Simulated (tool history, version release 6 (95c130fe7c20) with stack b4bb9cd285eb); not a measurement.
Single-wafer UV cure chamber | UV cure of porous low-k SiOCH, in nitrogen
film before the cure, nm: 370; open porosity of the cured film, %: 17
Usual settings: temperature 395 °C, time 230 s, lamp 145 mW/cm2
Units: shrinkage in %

| run | hour | temperature | time | lamp | wafers since the last listed run | hours since the UV bulbs were replaced | wafers since the quartz window was cleaned | shrinkage |
|---|---|---|---|---|---|---|---|---|
| 1 | 0.0 | 395 | 230 | 145 | 0 | 1687.1 | 1108 | 12.565 |
| 2 | 13.7 | 395 | 230 | 145 | 90 | 1700.8 | 1199 | 12.535 |
| 3 | 26.6 | 395 | 230 | 145 | 85 | 1713.7 | 1284 | 12.593 |
| 4 | 44.6 | 395 | 230 | 145 | 118 | 1731.7 | 1403 | 12.668 |
| 5 | 68.5 | 395 | 230 | 145 | 157 | 1755.6 | 1560 | 12.399 |
| 6 | 99.7 | 395 | 230 | 145 | 206 | 1786.8 | 1767 | 12.559 |
| 7 | 115.9 | 395 | 230 | 145 | 107 | 1803.0 | 1874 | 12.438 |
|  | 148.6 | quartz window cleaned |
| 8 | 149.1 | 395 | 230 | 145 | 166 | 1836.2 | 3 | 12.573 |
| 9 | 161.5 | 395 | 230 | 158 | 81 | 1848.6 | 85 | 12.655 |
| 10 | 180.5 | 395 | 230 | 158 | 125 | 1867.6 | 210 | 12.845 |
| 11 | 193.0 | 395 | 230 | 145 | 82 | 1880.1 | 293 | 12.411 |
| 12 | 218.5 | 395 | 230 | 145 | 168 | 1905.6 | 461 | 12.534 |
| 13 | 230.9 | 395 | 230 | 145 | 81 | 1918.0 | 543 | 12.608 |
| 14 | 261.7 | 395 | 230 | 145 | 203 | 1948.8 | 747 | 12.399 |
| 15 | 277.3 | 395 | 230 | 145 | 103 | 1964.4 | 850 | 12.287 |
| 16 | 298.0 | 395 | 230 | 158 | 136 | 1985.1 | 986 | 13.175 |
|  | 317.8 | UV bulbs replaced |
| 17 | 324.0 | 395 | 360 | 145 | 118 | 6.2 | 1105 | 14.411 |
| 18 | 336.0 | 385 | 230 | 145 | 79 | 18.2 | 1185 | 12.404 |
| 19 | 360.3 | 415 | 295 | 175 | 160 | 42.5 | 1345 | 15.006 |
| 20 | 393.4 | 380 | 275 | 173 | 218 | 75.6 | 1564 | 13.557 |
| 21 | 418.1 | 405 | 230 | 145 | 163 | 100.3 | 1727 | 12.607 |
| 22 | 433.7 | 411 | 335 | 117 | 103 | 115.9 | 1830 | 13.673 |
|  | 455.9 | quartz window cleaned |
| 23 | 456.4 | 395 | 230 | 145 | 97 | 138.6 | 3 | 12.496 |
| 24 | 478.9 | 403 | 230 | 119 | 148 | 161.1 | 152 | 11.899 |
| 25 | 509.2 | 395 | 230 | 145 | 200 | 191.4 | 352 | 12.348 |
| 26 | 542.7 | 395 | 95 | 145 | 221 | 224.9 | 573 | 8.797 |
| 27 | 572.7 | 395 | 230 | 145 | 198 | 254.9 | 771 | 12.288 |
| 28 | 596.9 | 412 | 195 | 128 | 159 | 279.1 | 931 | 11.510 |
| 29 | 630.9 | 402 | 195 | 121 | 224 | 313.1 | 1156 | 11.224 |
| 30 | 646.7 | 395 | 325 | 155 | 104 | 328.9 | 1260 | 14.473 |
| 31 | 665.2 | 395 | 345 | 127 | 122 | 347.4 | 1382 | 13.596 |

The tool's hidden state at each run:
lamp output below its setpoint, %: 0 in every run
transmission lost against a clean window, %: 0 in every run

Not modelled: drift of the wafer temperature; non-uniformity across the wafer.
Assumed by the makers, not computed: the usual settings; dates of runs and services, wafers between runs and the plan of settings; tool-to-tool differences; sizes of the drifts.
